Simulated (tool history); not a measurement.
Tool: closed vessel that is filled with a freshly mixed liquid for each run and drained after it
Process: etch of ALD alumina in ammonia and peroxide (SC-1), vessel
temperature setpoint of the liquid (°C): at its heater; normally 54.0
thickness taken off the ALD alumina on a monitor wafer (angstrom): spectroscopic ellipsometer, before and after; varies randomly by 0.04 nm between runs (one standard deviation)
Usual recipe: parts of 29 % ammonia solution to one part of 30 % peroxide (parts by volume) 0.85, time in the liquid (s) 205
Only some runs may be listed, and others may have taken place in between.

run	hour	temperature setpoint of the liquid (°C)	parts of 29 % ammonia solution to one part of 30 % peroxide (parts by volume)	time in the liquid (s)	read-back film thickness of the ALD alumina reference wafer, read on the same gauge (nm)	thickness taken off the ALD alumina on a monitor wafer (angstrom)
1	0.0	54.0	0.85	205	129.97	202.5
2	30.1	54.0	0.85	205	129.98	203.2
3	83.8	54.0	0.85	205	129.97	202.9
4	138.5	54.0	0.85	205	130.02	203.3
5	172.8	54.0	0.85	205	129.97	202.5
6	203.6	54.0	0.85	205	129.98	202.9
# hour 256.7: thermometer replaced
7	272.3	54.0	0.85	255	130.00	248.8
8	297.2	54.0	0.85	255	129.99	248.4
# hour 309.5: new drum of ammonia solution connected
9	364.4	54.0	0.75	205	130.03	200.7
10	419.1	48.5	1.00	115	129.95	85.3
# hour 422.2: ammonia flow meter replaced
11	480.8	58.5	1.00	330	129.98	417.8
12	526.3	54.0	0.85	205	130.01	202.0
# hour 532.2: gauge calibrated
13	587.1	54.0	1.10	205	129.99	207.8
14	654.1	64.0	1.00	275	129.99	463.0
15	691.3	54.0	0.85	205	130.00	202.1
16	725.9	45.0	0.65	160	130.00	93.9

Alternative continuations, all from the tool just after run 16; predict every row:
A	726.6	54.0	0.85	205	?	?
B	726.6	48.0	1.10	105	?	?
C	726.6	48.0	0.85	205	?	?
D	726.6	54.0	0.50	205	?	?
E	726.6	62.0	1.05	205	?	?

run	read-back film thickness of the ALD alumina reference wafer, read on the same gauge (nm)	thickness taken off the ALD alumina on a monitor wafer (angstrom)
A	129.99	203.3
B	129.99	76.9
C	129.99	146.5
D	129.99	193.3
E	129.99	314.4
Had the tool no hidden state, the same runs would have come out as:
run	thickness taken off the ALD alumina on a monitor wafer (angstrom)
A	203.0
B	76.8
C	146.3
D	193.0
E	314.0
